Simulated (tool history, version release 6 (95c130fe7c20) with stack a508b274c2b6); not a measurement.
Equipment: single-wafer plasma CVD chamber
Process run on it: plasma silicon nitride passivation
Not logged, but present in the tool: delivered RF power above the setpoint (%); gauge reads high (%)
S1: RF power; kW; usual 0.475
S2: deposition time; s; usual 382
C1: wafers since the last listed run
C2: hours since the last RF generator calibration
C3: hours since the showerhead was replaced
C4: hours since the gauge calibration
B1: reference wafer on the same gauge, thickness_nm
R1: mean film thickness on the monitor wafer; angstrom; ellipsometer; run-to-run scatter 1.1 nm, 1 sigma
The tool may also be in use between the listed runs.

run   hour     S1   S2   C1     C2      C3     C4       B1       R1
  1    0.0  0.475  430    0  746.8  2671.9  160.6  629.786  5952.31
  2    7.3  0.505  382   47  754.1  2679.2  167.9  629.905  5373.84
  3   24.6  0.505  382  113  771.4  2696.5  185.2  630.069  5357.64
  4   31.0  0.475  382   41  777.8  2702.9  191.6  629.984  5272.06
      38.3  -- gauge calibrated
  5   41.4  0.475  382   68  788.2  2713.3    3.1  629.877  5295.07
  6   50.7  0.475  382   61  797.5  2722.6   12.4  630.187  5290.50
  7   59.5  0.475  382   57  806.3  2731.4   21.2  629.845  5283.70
  8   76.6  0.475  382  112  823.4  2748.5   38.3  629.641  5304.46
  9   90.0  0.475  382   87  836.8  2761.9   51.7  630.306  5283.39
 10  103.1  0.475  382   85  849.9  2775.0   64.8  629.870  5295.57
     127.5  -- showerhead replaced
 11  128.0  0.475  419  110  874.8     0.5   89.7  629.675  5798.66
 12  132.0  0.475  382   26  878.8     4.5   93.7  630.387  5272.91
 13  144.3  0.475  382   80  891.1    16.8  106.0  630.141  5281.37
 14  151.4  0.475  382   46  898.2    23.9  113.1  629.743  5286.11
 15  157.7  0.475  382   41  904.5    30.2  119.4  630.195  5276.76
     180.0  -- RF generator calibrated
 16  180.5  0.505  405   97    0.5    53.0  142.2  630.060  5833.98
 17  187.5  0.540  325   45    7.5    60.0  149.2  629.651  4755.87
 18  195.1  0.435  428   49   15.1    67.6  156.8  629.558  5904.02
 19  207.7  0.420  342   82   27.7    80.2  169.4  630.345  4678.62
 20  219.8  0.475  382   79   39.8    92.3  181.5  630.222  5398.87
 21  229.2  0.475  406   61   49.2   101.7  190.9  630.125  5728.69
 22  244.8  0.395  418  102   64.8   117.3  206.5  629.787  5644.22
     255.2  -- gauge calibrated
 23  261.8  0.420  345  111   81.8   134.3    6.6  629.790  4724.39
 24  275.9  0.400  421   92   95.9   148.4   20.7  629.828  5677.75
 25  285.1  0.450  351   60  105.1   157.6   29.9  630.379  4895.81
 26  291.4  0.395  446   41  111.4   163.9   36.2  629.950  5977.48
 27  309.2  0.475  382  116  129.2   181.7   54.0  629.868  5388.78
 28  316.8  0.475  382   49  136.8   189.3   61.6  630.188  5405.08
 29  360.9  0.475  382  289  180.9   233.4  105.7  630.239  5380.11
 30  368.2  0.450  409   47  188.2   240.7  113.0  630.103  5682.31
 31  412.6  0.475  321  291  232.6   285.1  157.4  629.742  4540.00

Hidden state or all else? Some run-to-run changes of R1, split into what the settings, what came in and random variation would give without the hidden state, and what is left for the hidden state (with any gauge scatter that isn't in both results):
Run 10 -> 11: S2 382 -> 419, showerhead replaced. R1 +503.09 angstrom: hidden state -16.44, all else +519.53.
Run 11 -> 12: S2 419 -> 382. R1 -525.75 angstrom: hidden state +12.85, all else -538.60.
Run 15 -> 16: S1 0.475 -> 0.505, S2 382 -> 405, RF generator calibrated. R1 +557.22 angstrom: hidden state +132.21, all else +425.01.
Run 17 -> 18: S1 0.540 -> 0.435, S2 325 -> 428. R1 +1148.15 angstrom: hidden state -2.65, all else +1150.80.
Run 18 -> 19: S1 0.435 -> 0.420, S2 428 -> 342. R1 -1225.40 angstrom: hidden state +0.43, all else -1225.83.
Run 30 -> 31: S1 0.450 -> 0.475, S2 409 -> 321. R1 -1142.31 angstrom: hidden state +1.60, all else -1143.91.

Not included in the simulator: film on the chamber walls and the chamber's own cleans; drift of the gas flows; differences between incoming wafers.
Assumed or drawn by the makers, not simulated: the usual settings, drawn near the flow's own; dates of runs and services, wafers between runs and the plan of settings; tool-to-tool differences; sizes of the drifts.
